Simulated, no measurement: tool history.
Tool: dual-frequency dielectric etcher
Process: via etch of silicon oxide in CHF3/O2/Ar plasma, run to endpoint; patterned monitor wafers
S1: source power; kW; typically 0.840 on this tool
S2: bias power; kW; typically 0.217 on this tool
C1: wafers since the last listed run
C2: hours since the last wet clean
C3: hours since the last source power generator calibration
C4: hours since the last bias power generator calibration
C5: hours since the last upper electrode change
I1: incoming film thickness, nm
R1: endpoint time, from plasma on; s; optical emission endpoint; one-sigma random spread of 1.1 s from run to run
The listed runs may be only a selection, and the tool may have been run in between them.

| run | hour | S1 | S2 | C1 | C2 | C3 | C4 | C5 | I1 | R1 |
|---|---|---|---|---|---|---|---|---|---|---|
| 1 | 0.0 | 0.840 | 0.217 | 0 | 395.8 | 2770.8 | 3262.4 | 4115.2 | 626.8 | 239.9 |
| 2 | 21.4 | 0.840 | 0.234 | 112 | 417.2 | 2792.2 | 3283.8 | 4136.6 | 642.9 | 237.3 |
| 3 | 43.4 | 0.840 | 0.234 | 115 | 439.2 | 2814.2 | 3305.8 | 4158.6 | 637.7 | 233.6 |
| 4 | 75.5 | 0.750 | 0.217 | 168 | 471.3 | 2846.3 | 3337.9 | 4190.7 | 626.7 | 246.6 |
| 5 | 100.5 | 0.760 | 0.196 | 131 | 496.3 | 2871.3 | 3362.9 | 4215.7 | 634.0 | 261.3 |
| 6 | 134.9 | 0.760 | 0.196 | 180 | 530.7 | 2905.7 | 3397.3 | 4250.1 | 640.6 | 263.4 |
| 7 | 150.4 | 0.760 | 0.196 | 81 | 546.2 | 2921.2 | 3412.8 | 4265.6 | 637.6 | 261.6 |
| 8 | 173.4 | 0.950 | 0.217 | 120 | 569.2 | 2944.2 | 3435.8 | 4288.6 | 627.5 | 231.2 |
| 9 | 187.1 | 0.950 | 0.217 | 72 | 582.9 | 2957.9 | 3449.5 | 4302.3 | 633.0 | 234.7 |
| 10 | 205.9 | 0.950 | 0.217 | 98 | 601.7 | 2976.7 | 3468.3 | 4321.1 | 631.6 | 234.0 |
| 11 | 237.5 | 0.840 | 0.217 | 166 | 633.3 | 3008.3 | 3499.9 | 4352.7 | 627.2 | 236.4 |
|  | 261.9 | source power generator calibrated |
|  | 264.3 | wet clean of the chamber |
|  | 269.5 | upper electrode replaced |
| 12 | 270.0 | 0.980 | 0.217 | 110 | 5.7 | 8.1 | 3532.4 | 0.5 | 629.5 | 239.1 |
|  | 287.2 | bias power generator calibrated |
| 13 | 290.7 | 0.980 | 0.217 | 87 | 26.4 | 28.8 | 3.5 | 21.2 | 634.0 | 241.5 |
| 14 | 312.3 | 0.910 | 0.201 | 113 | 48.0 | 50.4 | 25.1 | 42.8 | 638.2 | 257.2 |
| 15 | 325.1 | 0.840 | 0.217 | 67 | 60.8 | 63.2 | 37.9 | 55.6 | 630.5 | 247.0 |
| 16 | 358.2 | 0.650 | 0.261 | 174 | 93.9 | 96.3 | 71.0 | 88.7 | 640.0 | 239.7 |
| 17 | 392.7 | 0.840 | 0.241 | 181 | 128.4 | 130.8 | 105.5 | 123.2 | 638.2 | 235.7 |
| 18 | 418.3 | 0.690 | 0.243 | 134 | 154.0 | 156.4 | 131.1 | 148.8 | 638.6 | 244.6 |
| 19 | 453.3 | 0.950 | 0.181 | 184 | 189.0 | 191.4 | 166.1 | 183.8 | 631.1 | 266.5 |
| 20 | 469.7 | 0.910 | 0.180 | 86 | 205.4 | 207.8 | 182.5 | 200.2 | 633.1 | 268.2 |
| 21 | 494.4 | 0.700 | 0.254 | 129 | 230.1 | 232.5 | 207.2 | 224.9 | 629.1 | 234.1 |
| 22 | 512.5 | 1.040 | 0.217 | 95 | 248.2 | 250.6 | 225.3 | 243.0 | 630.6 | 234.0 |
| 23 | 534.0 | 0.950 | 0.181 | 113 | 269.7 | 272.1 | 246.8 | 264.5 | 636.5 | 266.8 |
| 24 | 552.6 | 1.050 | 0.172 | 97 | 288.3 | 290.7 | 265.4 | 283.1 | 638.0 | 269.9 |
| 25 | 576.6 | 0.940 | 0.188 | 126 | 312.3 | 314.7 | 289.4 | 307.1 | 631.9 | 259.6 |
| 26 | 626.2 | 0.930 | 0.217 | 260 | 361.9 | 364.3 | 339.0 | 356.7 | 637.7 | 240.9 |

For some of the steps in R1 from one run to the next: how much would appear even if the tool had no hidden state, given the settings, what came in and random variation, and how much remains for the hidden state plus any gauge scatter that the measured result and the result without hidden state don't share?
Hidden state present: etch rate over this chamber's usual, %; source power that arrives over what is set, %; bias power that arrives over what is set, %.
Run 3 -> 4: S1 0.840 -> 0.750, S2 0.234 -> 0.217. R1 +13.0 s: hidden state -0.8, all else +13.8.
Run 11 -> 12: S1 0.840 -> 0.980, source power generator calibrated, wet clean of the chamber, upper electrode replaced. R1 +2.7 s: hidden state +9.4, all else -6.7.
Run 20 -> 21: S1 0.910 -> 0.700, S2 0.180 -> 0.254. R1 -34.1 s: hidden state +0.0, all else -34.1.
Run 22 -> 23: S1 1.040 -> 0.950, S2 0.217 -> 0.181. R1 +32.8 s: hidden state -0.7, all else +33.5.
